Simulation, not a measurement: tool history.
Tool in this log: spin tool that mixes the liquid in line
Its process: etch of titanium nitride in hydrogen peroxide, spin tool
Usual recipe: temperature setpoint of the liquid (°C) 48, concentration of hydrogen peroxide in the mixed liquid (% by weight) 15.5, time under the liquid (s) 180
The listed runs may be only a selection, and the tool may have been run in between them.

run	hour	temperature setpoint of the liquid (°C)	concentration of hydrogen peroxide in the mixed liquid (% by weight)	time under the liquid (s)	read-back film thickness of the titanium nitride reference wafer, read on the same gauge (nm)	thickness taken off the titanium nitride on a monitor wafer (nm)
1	0	48	15.5	180	135.06	10.03
# hour 9.1: peroxide flow meter replaced
2	24.7	48	15.5	180	135.2	10.01
# hour 30.8: new drum of peroxide connected
3	43.7	48	15.5	180	135.17	10
4	59.5	54.5	18	120	135.14	10.99
5	92.3	48	15.5	180	135.23	9.96
6	106	48	15.5	150	135.26	8.37
# hour 122.2: heated supply line repaired
7	133	48	15.5	180	135.26	10.03
8	147.9	48	13.5	85	135.35	4.6
9	185.4	43	18	130	135.33	5.15
10	205	41.5	17.5	100	135.34	3.52
# hour 219.3: thermometer replaced
11	231.9	54.5	18	180	135.4	16.43
12	257.3	39	15.5	180	135.42	5.13
# hour 258.9: gauge calibrated
13	357.2	48	12.5	150	131.88	7.74
14	388	48	15.5	180	132.26	9.73
15	422.8	48	19.5	180	132.58	10.39
16	443.9	42	15.5	225	132.8	7.89
17	470.2	48	17.5	180	133.04	10.14
18	492.9	48	15.5	180	133.25	9.88
19	522.4	56	15.5	150	133.47	14.57
20	537.8	39.5	19.5	245	133.52	7.46
21	556.8	54	19.5	210	133.73	18.72
22	576.7	48	15.5	180	133.83	10.01
23	592.8	48	15.5	180	133.91	9.88
24	605	48	15.5	180	134	9.93
25	629.5	55	15.5	180	134.12	16.44
26	651.2	48	15.5	180	134.17	9.97

Forecast each of these 3 alternatives for the next run:
A	651.7	48	15.5	255	?	?
B	651.7	48	15.5	225	?	?
C	651.7	41	12	95	?	?

run	read-back film thickness of the titanium nitride reference wafer, read on the same gauge (nm)	thickness taken off the titanium nitride on a monitor wafer (nm)
A	134.21	14.05
B	134.21	12.4
C	134.21	2.94
What these runs would have given with no unlogged condition in the tool:
run	thickness taken off the titanium nitride on a monitor wafer (nm)
A	13.61
B	12.01
C	2.85
